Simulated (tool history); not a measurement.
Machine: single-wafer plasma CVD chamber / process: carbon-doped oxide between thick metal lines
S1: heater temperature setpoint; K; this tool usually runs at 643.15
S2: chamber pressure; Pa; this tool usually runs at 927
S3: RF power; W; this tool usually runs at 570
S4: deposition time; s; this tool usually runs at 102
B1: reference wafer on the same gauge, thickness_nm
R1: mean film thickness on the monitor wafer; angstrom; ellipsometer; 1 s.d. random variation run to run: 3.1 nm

run,hour,S1,S2,S3,S4,B1,R1
1,0.0,643.15,927,570,102,608.491,5442.38
2,69.5,643.15,927,570,102,610.029,5413.48
3,106.6,643.15,927,570,102,609.536,5447.01
# hour 146.9: capacitance manometer re-zeroed and calibrated
4,159.2,650.15,927,570,102,611.473,5313.33
5,233.3,650.15,927,570,102,609.754,5317.54
6,304.8,650.15,927,570,102,609.477,5296.41
7,385.2,643.15,927,660,122,608.162,6924.95
8,468.7,643.15,927,570,102,608.110,5397.78
# hour 475.0: gauge calibrated
9,513.5,652.15,711,570,118,609.392,5993.90
10,594.7,643.15,927,570,102,608.813,5347.88
11,692.7,643.15,927,675,102,610.350,5809.64
12,799.4,643.15,1060,570,102,607.629,5457.60
13,852.0,652.15,1148,605,102,609.979,5470.48
14,924.5,643.15,927,570,102,609.574,5333.00
# hour 1028.7: RF generator calibrated
15,1029.2,635.15,813,625,102,610.125,5826.18
16,1077.1,643.15,927,465,112,609.106,5592.79
# hour 1118.8: thermocouple changed; heater temperature recalibrated
17,1119.3,643.15,721,570,86,609.312,4599.69
18,1160.1,643.15,927,570,102,607.735,5490.94
# hour 1170.0: showerhead replaced, of another model than before
19,1241.5,643.15,927,570,102,606.594,5506.14
20,1349.2,643.15,927,570,102,607.408,5511.17
21,1455.5,643.15,927,570,102,608.059,5508.51
22,1552.1,636.15,1076,605,102,608.189,5729.12
23,1634.2,643.15,927,640,102,607.495,5700.60
24,1726.1,655.15,1024,570,102,608.526,5452.40
25,1767.2,643.15,1117,570,119,609.024,6519.48
26,1840.6,643.15,927,610,102,609.244,5598.04
27,1931.7,643.15,927,570,95,608.673,5049.73
28,2037.0,643.15,927,635,102,610.384,5631.69

Here are 4 independent what-if runs from the current tool condition. What would each one return?
A,2037.4,643.15,927,570,102,?,?
B,2037.4,630.15,927,570,102,?,?
C,2037.4,643.15,1131,570,93,?,?
D,2037.4,643.15,927,570,120,?,?

run,B1,R1
A,610.006,5477.64
B,610.006,5632.70
C,610.006,5088.55
D,610.006,6439.18
Stripped of hidden state, with their random variation kept, the same runs would have yielded:
run,R1
A,5557.04
B,5714.36
C,5162.31
D,6532.52
